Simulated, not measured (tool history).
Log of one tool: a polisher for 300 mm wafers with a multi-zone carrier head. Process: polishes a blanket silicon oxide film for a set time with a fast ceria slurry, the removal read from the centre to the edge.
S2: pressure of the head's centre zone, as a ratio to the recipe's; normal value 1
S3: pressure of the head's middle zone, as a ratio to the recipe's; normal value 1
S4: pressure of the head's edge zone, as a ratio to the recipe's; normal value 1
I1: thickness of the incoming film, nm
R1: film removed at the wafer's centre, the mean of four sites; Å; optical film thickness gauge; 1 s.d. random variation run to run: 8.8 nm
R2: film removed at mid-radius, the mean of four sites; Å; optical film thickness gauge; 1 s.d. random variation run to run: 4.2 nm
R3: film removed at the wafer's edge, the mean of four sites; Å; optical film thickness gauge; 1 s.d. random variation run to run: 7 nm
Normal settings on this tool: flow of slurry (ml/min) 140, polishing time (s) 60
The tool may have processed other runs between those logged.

{"run": 1, "hour": 0.0, "flow of slurry (ml/min)": 140, "S2": 1, "S3": 1, "S4": 1, "polishing time (s)": 47, "I1": 3132.1, "R1": 4365, "R2": 4915, "R3": 4874}
{"hour": 49.5, "done": "centre zone pressure recalibrated"}
{"hour": 179.6, "done": "slurry nozzle cleaned"}
{"run": 2, "hour": 287.9, "flow of slurry (ml/min)": 140, "S2": 1, "S3": 1, "S4": 1, "polishing time (s)": 47, "I1": 3077, "R1": 4682, "R2": 5045, "R3": 5055}
{"run": 3, "hour": 377.6, "flow of slurry (ml/min)": 140, "S2": 1, "S3": 1, "S4": 1, "polishing time (s)": 47, "I1": 3139.4, "R1": 4731, "R2": 5038, "R3": 4992}
{"hour": 433.6, "done": "worn pad replaced by a new one"}
{"run": 4, "hour": 461.5, "flow of slurry (ml/min)": 140, "S2": 1, "S3": 1, "S4": 1, "polishing time (s)": 71, "I1": 3104.6, "R1": 6709, "R2": 7520, "R3": 7383}
{"run": 5, "hour": 506.0, "flow of slurry (ml/min)": 140, "S2": 1, "S3": 1, "S4": 1, "polishing time (s)": 71, "I1": 3190.6, "R1": 6833, "R2": 7433, "R3": 7303}
{"run": 6, "hour": 612.1, "flow of slurry (ml/min)": 140, "S2": 1, "S3": 1, "S4": 1, "polishing time (s)": 71, "I1": 3161.6, "R1": 6596, "R2": 7395, "R3": 7223}
{"hour": 627.2, "done": "slurry nozzle cleaned"}
{"hour": 700.0, "done": "carrier head's membrane replaced by a new one"}
{"run": 7, "hour": 703.9, "flow of slurry (ml/min)": 140, "S2": 1, "S3": 0.97, "S4": 1, "polishing time (s)": 60, "I1": 3092.3, "R1": 5929, "R2": 6367, "R3": 6448}
{"hour": 745.8, "done": "centre zone pressure recalibrated"}
{"run": 8, "hour": 747.7, "flow of slurry (ml/min)": 105, "S2": 1, "S3": 0.9, "S4": 1, "polishing time (s)": 70, "I1": 3146.9, "R1": 6891, "R2": 6681, "R3": 7139}
{"run": 9, "hour": 810.8, "flow of slurry (ml/min)": 140, "S2": 0.89, "S3": 1, "S4": 1, "polishing time (s)": 39, "I1": 3101.2, "R1": 3562, "R2": 4217, "R3": 4121}
{"run": 10, "hour": 876.9, "flow of slurry (ml/min)": 140, "S2": 1, "S3": 1, "S4": 0.9, "polishing time (s)": 51, "I1": 3145.2, "R1": 4987, "R2": 5470, "R3": 5056}
{"hour": 950.4, "done": "worn pad replaced by a new one"}
{"run": 11, "hour": 952.0, "flow of slurry (ml/min)": 140, "S2": 1, "S3": 1, "S4": 1, "polishing time (s)": 60, "I1": 3124, "R1": 5939, "R2": 6366, "R3": 6182}
{"run": 12, "hour": 1009.7, "flow of slurry (ml/min)": 125, "S2": 1, "S3": 1.08, "S4": 1, "polishing time (s)": 41, "I1": 3133.5, "R1": 3836, "R2": 4541, "R3": 4186}
{"run": 13, "hour": 1048.5, "flow of slurry (ml/min)": 155, "S2": 1, "S3": 1, "S4": 1, "polishing time (s)": 60, "I1": 3166.9, "R1": 5730, "R2": 6325, "R3": 6289}
{"run": 14, "hour": 1115.8, "flow of slurry (ml/min)": 140, "S2": 1, "S3": 1, "S4": 1, "polishing time (s)": 60, "I1": 3105.9, "R1": 5491, "R2": 6175, "R3": 6114}
{"hour": 1139.1, "done": "slurry nozzle cleaned"}
{"hour": 1148.6, "done": "edge zone pressure recalibrated"}
{"run": 15, "hour": 1219.7, "flow of slurry (ml/min)": 125, "S2": 0.91, "S3": 1, "S4": 1.05, "polishing time (s)": 69, "I1": 3119.1, "R1": 5929, "R2": 7459, "R3": 7390}
{"run": 16, "hour": 1311.0, "flow of slurry (ml/min)": 140, "S2": 1, "S3": 1, "S4": 0.89, "polishing time (s)": 60, "I1": 3086.2, "R1": 5904, "R2": 6440, "R3": 5895}
{"run": 17, "hour": 1382.7, "flow of slurry (ml/min)": 105, "S2": 0.93, "S3": 1, "S4": 1, "polishing time (s)": 60, "I1": 3094.6, "R1": 4942, "R2": 6215, "R3": 6032}
{"hour": 1404.9, "done": "worn pad replaced by a new one"}
{"run": 18, "hour": 1438.6, "flow of slurry (ml/min)": 140, "S2": 1, "S3": 1, "S4": 1, "polishing time (s)": 60, "I1": 3121.3, "R1": 5535, "R2": 6310, "R3": 6231}
{"hour": 1473.7, "done": "centre zone pressure recalibrated"}
{"run": 19, "hour": 1524.1, "flow of slurry (ml/min)": 140, "S2": 1, "S3": 1, "S4": 1, "polishing time (s)": 42, "I1": 3136.3, "R1": 4164, "R2": 4368, "R3": 4328}
{"run": 20, "hour": 1631.2, "flow of slurry (ml/min)": 110, "S2": 1, "S3": 1, "S4": 1.08, "polishing time (s)": 69, "I1": 3106.6, "R1": 6292, "R2": 6831, "R3": 7201}
{"hour": 1652.7, "done": "slurry nozzle cleaned"}
{"run": 21, "hour": 1730.0, "flow of slurry (ml/min)": 140, "S2": 1, "S3": 1.12, "S4": 1, "polishing time (s)": 60, "I1": 3082.4, "R1": 6030, "R2": 7202, "R3": 6312}
{"run": 22, "hour": 1769.2, "flow of slurry (ml/min)": 170, "S2": 1, "S3": 1.07, "S4": 1, "polishing time (s)": 60, "I1": 3088.4, "R1": 5975, "R2": 7060, "R3": 6608}

Hidden state or all else? Some run-to-run changes of R1, split into what the settings, what came in and random variation would give without the hidden state, and what is left for the hidden state (with any gauge scatter that isn't in both results):
Hidden conditions of the tool in this case: removal rate lost through wear of the pad, %; slurry flow missing at the pad, %; deviation of the centre zone's pressure from its setpoint, %; deviation of the edge zone's pressure from its setpoint, %.
Run 6 -> 7: S3 1 -> 0.97, polishing time (s) 71 -> 60, slurry nozzle cleaned, carrier head's membrane replaced by a new one. R1 -667 Å: hidden state +487, all else -1154.
Run 8 -> 9: flow of slurry (ml/min) 105 -> 140, S2 1 -> 0.89, S3 0.9 -> 1, polishing time (s) 70 -> 39. R1 -3329 Å: hidden state +5, all else -3334.
Run 19 -> 20: flow of slurry (ml/min) 140 -> 110, S4 1 -> 1.08, polishing time (s) 42 -> 69. R1 +2128 Å: hidden state -559, all else +2687.

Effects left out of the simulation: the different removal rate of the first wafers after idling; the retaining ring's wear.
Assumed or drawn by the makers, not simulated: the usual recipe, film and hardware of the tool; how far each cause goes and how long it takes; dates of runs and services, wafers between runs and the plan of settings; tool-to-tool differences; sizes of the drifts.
